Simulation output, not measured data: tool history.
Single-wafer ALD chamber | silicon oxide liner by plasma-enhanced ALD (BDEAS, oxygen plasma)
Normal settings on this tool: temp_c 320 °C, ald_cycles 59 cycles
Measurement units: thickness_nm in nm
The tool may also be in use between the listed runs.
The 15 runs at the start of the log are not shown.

run    hour  temp_c  ald_cycles  wafers since the last listed run  hours since the last thermocouple change  hours since the gauge calibration  read-back reference wafer on the same gauge, thickness_nm  thickness_nm
 16   791.7     320          59                               156                                    1830.4                              475.4                                                      5.666         5.240
 17   850.9     310          51                               226                                    1889.6                              534.6                                                      5.671         4.606
 18   901.5     328          52                               193                                    1940.2                              585.2                                                      5.665         4.570
      945.2  -- thermocouple changed; heater temperature recalibrated
 19   964.5     326          48                               210                                      19.3                              648.2                                                      5.669         4.231
 20  1014.4     320          59                               190                                      69.2                              698.1                                                      5.671         5.252
 21  1126.7     314          59                               429                                     181.5                              810.4                                                      5.674         5.311
 22  1172.8     329          52                               176                                     227.6                              856.5                                                      5.664         4.592
     1194.8  -- gauge calibrated
 23  1201.5     313          67                               109                                     256.3                                6.7                                                      5.664         6.047
 24  1239.9     325          67                               146                                     294.7                               45.1                                                      5.670         5.924
 25  1275.5     328          69                               136                                     330.3                               80.7                                                      5.672         6.059
 26  1362.5     320          59                               332                                     417.3                              167.7                                                      5.669         5.264
 27  1427.9     329          50                               250                                     482.7                              233.1                                                      5.665         4.398
 28  1495.1     320          59                               257                                     549.9                              300.3                                                      5.669         5.255
 29  1527.5     320          59                               123                                     582.3                              332.7                                                      5.668         5.261
 30  1585.5     320          59                               221                                     640.3                              390.7                                                      5.670         5.255
 31  1627.7     329          56                               161                                     682.5                              432.9                                                      5.671         4.919
 32  1653.6     309          50                                99                                     708.4                              458.8                                                      5.666         4.528

What if the next run were any one of these 4? Each begins from the tool's condition after run 32:
  A  1654.1     329          59                                 1                                     708.9                              459.3                                                          ?             ?
  B  1654.1     320          67                                 1                                     708.9                              459.3                                                          ?             ?
  C  1654.1     332          71                                 1                                     708.9                              459.3                                                          ?             ?
  D  1654.1     328          68                                 1                                     708.9                              459.3                                                          ?             ?

run  read-back reference wafer on the same gauge, thickness_nm  thickness_nm
  A                                                      5.673         5.187
  B                                                      5.673         5.970
  C                                                      5.673         6.213
  D                                                      5.673         5.987
The same runs, with their run-to-run variation unchanged, on a tool lacking any hidden condition would have given:
run  thickness_nm
  A         5.187
  B         5.970
  C         6.213
  D         5.987
